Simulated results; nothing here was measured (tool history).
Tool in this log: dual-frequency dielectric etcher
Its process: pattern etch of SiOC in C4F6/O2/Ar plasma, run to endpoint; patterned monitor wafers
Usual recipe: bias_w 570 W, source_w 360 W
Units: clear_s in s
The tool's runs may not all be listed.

run	day	bias_w	source_w	incoming incoming film thickness, nm	clear_s
1	0.000	666	360	33.98	11.2
2	0.308	570	360	34.59	12.0
3	0.633	570	360	34.39	11.9
4	1.104	570	360	34.58	12.0
5	1.812	570	410	34.17	11.3
6	2.108	570	410	34.64	11.6
7	2.421	570	410	34.56	11.5
# day 3.646: wet clean of the chamber
8	3.667	638	320	34.19	11.5
# day 3.933: bias power generator calibrated
9	4.954	502	320	34.32	12.6
# day 5.600: source power generator calibrated
10	5.621	570	440	34.28	10.7
# day 6.638: upper electrode replaced
11	6.658	570	380	34.51	11.4
12	6.833	570	280	34.79	12.9
13	7.579	528	390	34.42	11.5
14	8.233	528	390	34.42	11.6
15	8.512	570	360	34.40	11.6

What if the next run were any one of these 5? Each begins from the tool's condition after run 15:
A	8.529	570	360	34.57	?
B	8.529	626	410	34.57	?
C	8.529	570	430	34.57	?
D	8.529	668	300	34.57	?
E	8.529	570	310	34.57	?

run	clear_s
A	11.7
B	10.8
C	11.0
D	11.9
E	12.4
Without the tool's hidden state the same runs would have given:
run	clear_s
A	11.6
B	10.7
C	10.9
D	11.8
E	12.3

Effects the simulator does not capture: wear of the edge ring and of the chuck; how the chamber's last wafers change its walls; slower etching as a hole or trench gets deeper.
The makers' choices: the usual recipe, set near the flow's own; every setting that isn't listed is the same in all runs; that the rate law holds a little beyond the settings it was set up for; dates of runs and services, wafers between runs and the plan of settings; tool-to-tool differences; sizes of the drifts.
